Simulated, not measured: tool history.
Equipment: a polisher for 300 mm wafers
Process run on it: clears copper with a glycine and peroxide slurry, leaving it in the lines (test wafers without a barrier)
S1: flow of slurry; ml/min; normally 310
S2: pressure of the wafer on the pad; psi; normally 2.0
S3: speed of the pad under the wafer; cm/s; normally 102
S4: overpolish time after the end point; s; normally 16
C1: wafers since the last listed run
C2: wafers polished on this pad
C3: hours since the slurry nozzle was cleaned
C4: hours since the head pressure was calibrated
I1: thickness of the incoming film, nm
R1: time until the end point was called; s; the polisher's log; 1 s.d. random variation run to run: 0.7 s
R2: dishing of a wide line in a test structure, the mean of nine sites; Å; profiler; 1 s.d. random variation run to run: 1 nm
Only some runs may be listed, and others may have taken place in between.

run,hour,S1,S2,S3,S4,C1,C2,C3,C4,I1,R1,R2
1,0.0,310,2.0,102,16,0,627,363.3,1345.2,457.3,106.3,411
# hour 3.8: worn pad replaced by a new one
2,11.4,310,2.0,102,16,59,59,374.7,1356.6,457.1,104.5,426
3,21.1,240,2.0,102,16,75,134,384.4,1366.3,455.4,106.7,415
4,35.2,240,2.0,102,16,109,244,398.5,1380.4,459.3,108.5,408
5,47.7,310,2.0,102,16,97,341,411.0,1392.9,460.7,108.3,420
6,59.7,310,2.0,102,16,93,434,423.0,1404.9,453.0,107.1,418
# hour 67.8: worn pad replaced by a new one
7,68.3,310,2.0,102,16,35,3,431.6,1413.5,467.2,105.2,432
8,108.9,360,2.0,102,16,315,319,472.2,1454.1,455.0,104.1,431
9,116.6,360,2.0,102,16,59,379,479.9,1461.8,460.4,105.0,415
# hour 125.5: head pressure recalibrated
10,134.0,310,2.0,102,16,119,499,497.3,8.5,464.0,111.6,408
11,145.9,310,2.0,110,16,92,591,509.2,20.4,463.7,106.0,411
# hour 151.7: worn pad replaced by a new one
12,159.9,255,2.0,102,16,77,64,523.2,34.4,457.6,110.2,414
13,171.1,310,2.0,102,16,87,151,534.4,45.6,457.8,107.6,398
14,177.8,265,2.0,102,16,52,203,541.1,52.3,454.4,109.5,405
15,195.0,200,2.0,130,16,133,336,558.3,69.5,457.5,101.5,435
# hour 198.7: slurry nozzle cleaned
16,212.6,310,2.5,78,11,129,466,13.9,87.1,452.1,103.1,331
# hour 222.6: worn pad replaced by a new one
17,223.1,360,2.0,102,13,50,3,24.4,97.6,461.1,101.0,399
18,237.4,200,2.0,130,16,111,114,38.7,111.9,458.0,93.0,474
19,245.4,310,2.7,72,16,62,176,46.7,119.9,466.4,100.8,461
20,257.0,310,2.0,102,10,90,267,58.3,131.5,466.4,106.5,303
21,264.4,405,2.4,116,8,57,324,65.7,138.9,453.9,79.9,319
22,273.4,370,1.8,102,16,69,394,74.7,147.9,451.8,109.6,410
23,284.4,270,2.5,102,21,85,480,85.7,158.9,470.0,91.7,550
24,297.0,310,2.0,102,16,97,578,98.3,171.5,460.7,106.0,432
# hour 305.4: worn pad replaced by a new one
25,305.9,310,2.0,102,16,38,3,107.2,180.4,457.1,102.5,434

What the log doesn't show, run by run:
deviation of the head's pressure from its setpoint, %: 0, the same for each run
H1: removal rate lost through wear of the pad, %
H2: slurry flow missing at the pad, %
run,H1,H2
1,3.6,15.5
2,0.618,16.5
3,1.02,17.3
4,1.61,18.6
5,2.14,19.7
6,2.64,20.9
7,0.105,21.7
8,1.8,25.9
9,2.12,26.7
10,2.85,28.6
11,3.35,30
12,0.818,31.7
13,1.29,33
14,1.57,33.8
15,2.28,36
16,3.02,0.535
17,0.177,0.581
18,0.775,0.684
19,1.11,0.761
20,1.59,0.9
21,1.9,1
22,2.28,1.15
23,2.74,1.35
24,3.27,1.61
25,0.0258,1.82
